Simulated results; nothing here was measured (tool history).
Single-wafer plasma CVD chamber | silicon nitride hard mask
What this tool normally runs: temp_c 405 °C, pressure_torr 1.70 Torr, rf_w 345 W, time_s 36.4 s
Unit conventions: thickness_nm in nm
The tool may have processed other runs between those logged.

run,hour,temp_c,pressure_torr,rf_w,time_s,wafers since the last listed run,hours since the last thermocouple change,hours since the last RF generator calibration,hours since the last manometer calibration,hours since the showerhead was replaced,hours since the gauge calibration,"read-back reference wafer on the same gauge, thickness_nm",thickness_nm
1,0.0,405,1.70,390,36.4,0,581.0,822.1,70.7,5988.7,2017.6,45.998,47.551
2,38.1,405,1.70,370,36.4,1125,619.1,860.2,108.8,6026.8,2055.7,46.000,46.212
3,358.2,405,1.70,370,36.4,9457,939.2,1180.3,428.9,6346.9,2375.8,46.010,46.018
# hour 665.8: RF generator calibrated
4,670.1,405,1.70,345,36.4,8978,1251.1,4.3,740.8,6658.8,2687.7,45.991,44.196
5,733.6,405,1.70,345,36.4,1876,1314.6,67.8,804.3,6722.3,2751.2,45.995,44.005
# hour 771.1: showerhead replaced
6,827.7,405,1.70,345,36.4,2543,1408.7,161.9,898.4,56.6,2845.3,45.991,44.012
7,929.7,405,1.70,345,36.4,3013,1510.7,263.9,1000.4,158.6,2947.3,46.000,44.011
# hour 1001.2: capacitance manometer re-zeroed and calibrated
8,1011.3,405,1.70,345,36.4,2174,1592.3,345.5,10.1,240.2,3028.9,46.016,44.611
9,1055.2,405,1.70,345,36.4,1297,1636.2,389.4,54.0,284.1,3072.8,46.010,44.549
10,1096.3,405,1.92,345,36.4,1214,1677.3,430.5,95.1,325.2,3113.9,46.001,46.059
11,1183.2,405,1.70,345,36.4,2567,1764.2,517.4,182.0,412.1,3200.8,46.007,44.356
12,1260.3,405,1.70,345,36.4,2277,1841.3,594.5,259.1,489.2,3277.9,45.993,44.202
# hour 1311.7: gauge calibrated
13,1344.9,399,1.70,365,36.4,2499,1925.9,679.1,343.7,573.8,33.2,46.014,45.528
14,1405.8,405,1.70,345,36.4,1799,1986.8,740.0,404.6,634.7,94.1,45.995,44.117
# hour 1438.6: thermocouple changed; heater temperature recalibrated
15,1451.5,405,1.70,380,40.0,1113,12.9,785.7,450.3,680.4,139.8,46.001,50.976
16,1518.6,405,1.70,345,36.4,1982,80.0,852.8,517.4,747.5,206.9,45.998,44.178
17,1572.6,405,1.70,345,40.5,1595,134.0,906.8,571.4,801.5,260.9,45.994,49.024
18,1638.6,394,1.28,375,43.1,1950,200.0,972.8,637.4,867.5,326.9,45.990,49.912
19,1678.4,414,2.05,285,42.3,1175,239.8,1012.6,677.2,907.3,366.7,46.018,48.813
20,1972.2,405,1.36,345,29.8,8680,533.6,1306.4,971.0,1201.1,660.5,46.012,33.642
# hour 2040.1: capacitance manometer re-zeroed and calibrated
21,2071.5,405,1.70,345,36.4,2697,632.9,1405.7,31.4,1300.4,759.8,46.007,44.566
22,2241.5,414,1.48,345,36.4,5022,802.9,1575.7,201.4,1470.4,929.8,46.023,42.562
# hour 2313.3: RF generator calibrated
23,2313.8,405,1.70,345,36.4,1899,875.2,0.5,273.7,1542.7,1002.1,45.997,44.455
24,2382.4,405,1.70,295,36.4,2026,943.8,69.1,342.3,1611.3,1070.7,46.005,40.902
25,2485.2,394,2.10,345,30.3,3037,1046.6,171.9,445.1,1714.1,1173.5,46.010,39.478
26,2564.1,405,1.70,345,36.4,2331,1125.5,250.8,524.0,1793.0,1252.4,45.988,44.306
27,2665.1,405,1.88,345,41.8,2984,1226.5,351.8,625.0,1894.0,1353.4,46.025,52.116
28,2757.0,405,1.83,385,36.4,2715,1318.4,443.7,716.9,1985.9,1445.3,45.985,47.783
29,2798.8,418,2.00,320,31.2,1235,1360.2,485.5,758.7,2027.7,1487.1,45.988,37.785

Here are 3 independent what-if runs from the current tool condition. What would each one return?
A,2799.2,405,1.57,345,36.4,11,1360.6,485.9,759.1,2028.1,1487.5,?,?
B,2799.2,401,1.70,345,39.7,11,1360.6,485.9,759.1,2028.1,1487.5,?,?
C,2799.2,416,1.96,325,39.1,11,1360.6,485.9,759.1,2028.1,1487.5,?,?

run,"read-back reference wafer on the same gauge, thickness_nm",thickness_nm
A,46.015,43.185
B,46.015,48.306
C,46.015,47.719
With no hidden state in the tool, these same runs would have given:
run,thickness_nm
A,43.828
B,49.007
C,48.393
